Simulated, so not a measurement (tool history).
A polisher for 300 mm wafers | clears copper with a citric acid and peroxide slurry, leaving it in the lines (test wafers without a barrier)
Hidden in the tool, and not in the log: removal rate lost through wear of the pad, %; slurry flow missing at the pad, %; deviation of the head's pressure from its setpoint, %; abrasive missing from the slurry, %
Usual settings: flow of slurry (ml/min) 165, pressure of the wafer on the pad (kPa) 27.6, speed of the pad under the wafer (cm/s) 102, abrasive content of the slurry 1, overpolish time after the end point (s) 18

| run | hour | flow of slurry (ml/min) | pressure of the wafer on the pad (kPa) | speed of the pad under the wafer (cm/s) | abrasive content of the slurry | overpolish time after the end point (s) | wafers since the last listed run | wafers polished on this pad | hours since the slurry nozzle was cleaned | hours since the head pressure was calibrated | hours since the slurry blender was calibrated | incoming thickness of the incoming film, nm | time until the end point was called (s) | dishing of a wide line in a test structure (angstrom) |
|---|---|---|---|---|---|---|---|---|---|---|---|---|---|---|
| 1 | 0 | 165 | 27.6 | 102 | 1 | 18 | 0 | 456 | 266.3 | 1072.7 | 189.7 | 379 | 130.4 | 270 |
| 2 | 11.5 | 165 | 27.6 | 102 | 1 | 18 | 43 | 499 | 277.8 | 1084.2 | 201.2 | 379.2 | 133.1 | 267 |
| 3 | 27.4 | 165 | 27.6 | 102 | 1 | 18 | 59 | 559 | 293.7 | 1100.1 | 217.1 | 391.8 | 137.4 | 268 |
| 4 | 35.2 | 165 | 27.6 | 102 | 0.85 | 18 | 29 | 588 | 301.5 | 1107.9 | 224.9 | 385.9 | 140.4 | 259 |
| 5 | 51.5 | 165 | 27.6 | 102 | 0.85 | 18 | 61 | 649 | 317.8 | 1124.2 | 241.2 | 391.3 | 144.9 | 259 |
| 6 | 68.3 | 190 | 27.6 | 102 | 1 | 18 | 62 | 712 | 334.6 | 1141 | 258 | 375.9 | 131.8 | 273 |
| 7 | 85.6 | 190 | 27.6 | 102 | 1 | 18 | 64 | 777 | 351.9 | 1158.3 | 275.3 | 383.6 | 131.9 | 272 |
| 8 | 102.7 | 190 | 27.6 | 102 | 1 | 18 | 64 | 841 | 369 | 1175.4 | 292.4 | 380.7 | 132 | 272 |
| 9 | 111.7 | 165 | 27.6 | 102 | 1 | 18 | 33 | 875 | 378 | 1184.4 | 301.4 | 384.9 | 136.6 | 270 |
| 10 | 129.3 | 165 | 21.4 | 102 | 1 | 18 | 65 | 941 | 395.6 | 1202 | 319 | 386.4 | 174.2 | 217 |
| 11 | 136.3 | 165 | 21.4 | 102 | 1 | 18 | 26 | 967 | 402.6 | 1209 | 326 | 388.3 | 175 | 223 |
|  | 149.6 | head pressure recalibrated |
| 12 | 152.1 | 165 | 21.4 | 102 | 1 | 18 | 51 | 1019 | 418.4 | 2.5 | 341.8 | 390.7 | 176.4 | 222 |
|  | 191.9 | slurry nozzle cleaned |
| 13 | 201.1 | 180 | 27.6 | 102 | 1 | 18 | 179 | 1199 | 9.2 | 51.5 | 390.8 | 378.1 | 137 | 269 |
| 14 | 217.9 | 180 | 27.6 | 102 | 1 | 18 | 62 | 1262 | 26 | 68.3 | 407.6 | 381.3 | 137.6 | 262 |
| 15 | 228.5 | 165 | 27.6 | 102 | 1 | 18 | 39 | 1301 | 36.6 | 78.9 | 418.2 | 381.5 | 141.4 | 258 |
| 16 | 238 | 140 | 19.3 | 80 | 0.85 | 18 | 35 | 1337 | 46.1 | 88.4 | 427.7 | 391.1 | 266.3 | 162 |
| 17 | 247.8 | 165 | 27.6 | 102 | 1 | 18 | 36 | 1374 | 55.9 | 98.2 | 437.5 | 391.3 | 145.5 | 259 |
|  | 254 | slurry nozzle cleaned, repeated, since the last time left the tool worse |
|  | 257.1 | slurry blender recalibrated |
| 18 | 264.4 | 210 | 18.6 | 128 | 1 | 18 | 50 | 1425 | 10.4 | 114.8 | 7.3 | 384.9 | 156.9 | 238 |
| 19 | 281.2 | 205 | 27.6 | 102 | 1 | 18 | 62 | 1488 | 27.2 | 131.6 | 24.1 | 384.4 | 127.7 | 281 |
| 20 | 287.5 | 180 | 27.6 | 78 | 1.2 | 18 | 23 | 1511 | 33.5 | 137.9 | 30.4 | 378 | 147.8 | 250 |
| 21 | 295.8 | 165 | 27.6 | 102 | 1 | 18 | 31 | 1543 | 41.8 | 146.2 | 38.7 | 383 | 131.6 | 273 |
|  | 302.5 | worn pad replaced by a new one |
| 22 | 307.5 | 165 | 22.8 | 102 | 1.15 | 25 | 28 | 18 | 53.5 | 157.9 | 50.4 | 389.2 | 153.6 | 300 |
| 23 | 325.4 | 140 | 27.6 | 102 | 1 | 22 | 67 | 85 | 71.4 | 175.8 | 68.3 | 386.3 | 135 | 303 |
| 24 | 339.7 | 165 | 22.8 | 124 | 1 | 9 | 53 | 139 | 85.7 | 190.1 | 82.6 | 392.5 | 140.6 | 156 |
| 25 | 350 | 110 | 18.6 | 102 | 1.15 | 23 | 38 | 177 | 96 | 200.4 | 92.9 | 383.7 | 199.8 | 235 |
| 26 | 367.7 | 165 | 27.6 | 102 | 1 | 23 | 66 | 244 | 113.7 | 218.1 | 110.6 | 385.9 | 131.4 | 312 |
| 27 | 375 | 165 | 27.6 | 68 | 1 | 18 | 27 | 271 | 121 | 225.4 | 117.9 | 385.6 | 179 | 221 |
| 28 | 386.7 | 165 | 27.6 | 102 | 1 | 18 | 43 | 315 | 132.7 | 237.1 | 129.6 | 380.8 | 131.1 | 272 |

5 ways to go on from here, each from the tool as it stands after run 28. What would each give?
| A | 387.2 | 165 | 27.6 | 78 | 1 | 18 | 1 | 317 | 133.2 | 237.6 | 130.1 | 390.1 | ? | ? |
| B | 387.2 | 190 | 32.4 | 102 | 1 | 18 | 1 | 317 | 133.2 | 237.6 | 130.1 | 390.1 | ? | ? |
| C | 387.2 | 165 | 27.6 | 102 | 0.8 | 25 | 1 | 317 | 133.2 | 237.6 | 130.1 | 390.1 | ? | ? |
| D | 387.2 | 165 | 31.7 | 102 | 1.1 | 18 | 1 | 317 | 133.2 | 237.6 | 130.1 | 390.1 | ? | ? |
| E | 387.2 | 165 | 33.8 | 102 | 1 | 18 | 1 | 317 | 133.2 | 237.6 | 130.1 | 390.1 | ? | ? |

| run | time until the end point was called (s) | dishing of a wide line in a test structure (angstrom) |
|---|---|---|
| A | 164.9 | 234 |
| B | 113.2 | 307 |
| C | 141.8 | 326 |
| D | 115.2 | 303 |
| E | 110.6 | 313 |
Without the tool's hidden state the same runs would have given:
| run | time until the end point was called (s) | dishing of a wide line in a test structure (angstrom) |
|---|---|---|
| A | 161.3 | 238 |
| B | 111 | 311 |
| C | 138.7 | 331 |
| D | 112.7 | 308 |
| E | 108.2 | 317 |
